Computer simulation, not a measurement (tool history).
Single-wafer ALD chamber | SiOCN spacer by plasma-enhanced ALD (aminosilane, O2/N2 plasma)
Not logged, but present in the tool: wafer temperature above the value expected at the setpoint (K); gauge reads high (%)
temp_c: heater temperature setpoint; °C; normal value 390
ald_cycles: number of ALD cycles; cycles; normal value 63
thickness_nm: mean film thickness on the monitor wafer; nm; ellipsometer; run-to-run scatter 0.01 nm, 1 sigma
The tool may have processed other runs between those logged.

run    hour  temp_c  ald_cycles  wafers since the last listed run  hours since the last thermocouple change  hours since the gauge calibration  read-back reference wafer on the same gauge, thickness_nm  thickness_nm
  1       0     390          68                                 0                                    2529.9                               57.8                                                      3.859         4.423
  2   148.9     390          68                               708                                    2678.8                              206.7                                                      3.861         4.408
  3   184.6     390          68                               169                                    2714.5                              242.4                                                      3.859         4.425
  4   211.2     381          63                               126                                    2741.1                                269                                                      3.861         4.092
  5   266.3     381          63                               262                                    2796.2                              324.1                                                       3.86         4.086
  6   331.6     381          63                               310                                    2861.5                              389.4                                                      3.849         4.077
  7   389.1     399          63                               273                                      2919                              446.9                                                       3.85         4.087
  8   419.6     399          63                               145                                    2949.5                              477.4                                                       3.85         4.073
  9   455.5     390          69                               170                                    2985.4                              513.3                                                      3.851         4.437
 10   485.7     390          69                               143                                    3015.6                              543.5                                                      3.845         4.465
 11   525.4     381          73                               188                                    3055.3                              583.2                                                      3.844         4.701
 12   586.1     396          54                               288                                      3116                              643.9                                                       3.84         3.493
 13   640.4     384          67                               258                                    3170.3                              698.2                                                      3.836         4.322
      711.7  -- thermocouple changed; heater temperature recalibrated
 14   712.1     400          51                               303                                       0.4                              769.9                                                      3.831         3.291
 15   765.5     397          71                               254                                      53.8                              823.3                                                      3.818         4.559
      777.4  -- gauge calibrated
 16   827.6     404          55                               295                                     115.9                               50.2                                                      3.849         3.514
 17   890.1     377          73                               297                                     178.4                              112.7                                                      3.845         4.715
 18   916.4     390          63                               125                                     204.7                                139                                                      3.849         4.058
 19   968.2     375          54                               246                                     256.5                              190.8                                                      3.854         3.495
 20     993     390          59                               118                                     281.3                              215.6                                                      3.847         3.826
 21  1045.1     397          63                               247                                     333.4                              267.7                                                      3.847          4.07

Run 22, settings as shown, results not yet in. Your forecast:
 22  1070.7     390          68                               121                                       359                              293.3                                                          ?             ?

read-back reference wafer on the same gauge, thickness_nm: 3.845
thickness_nm: 4.413 nm
Minus the tool's unlogged condition, the same run would have read thickness_nm 4.416 nm.

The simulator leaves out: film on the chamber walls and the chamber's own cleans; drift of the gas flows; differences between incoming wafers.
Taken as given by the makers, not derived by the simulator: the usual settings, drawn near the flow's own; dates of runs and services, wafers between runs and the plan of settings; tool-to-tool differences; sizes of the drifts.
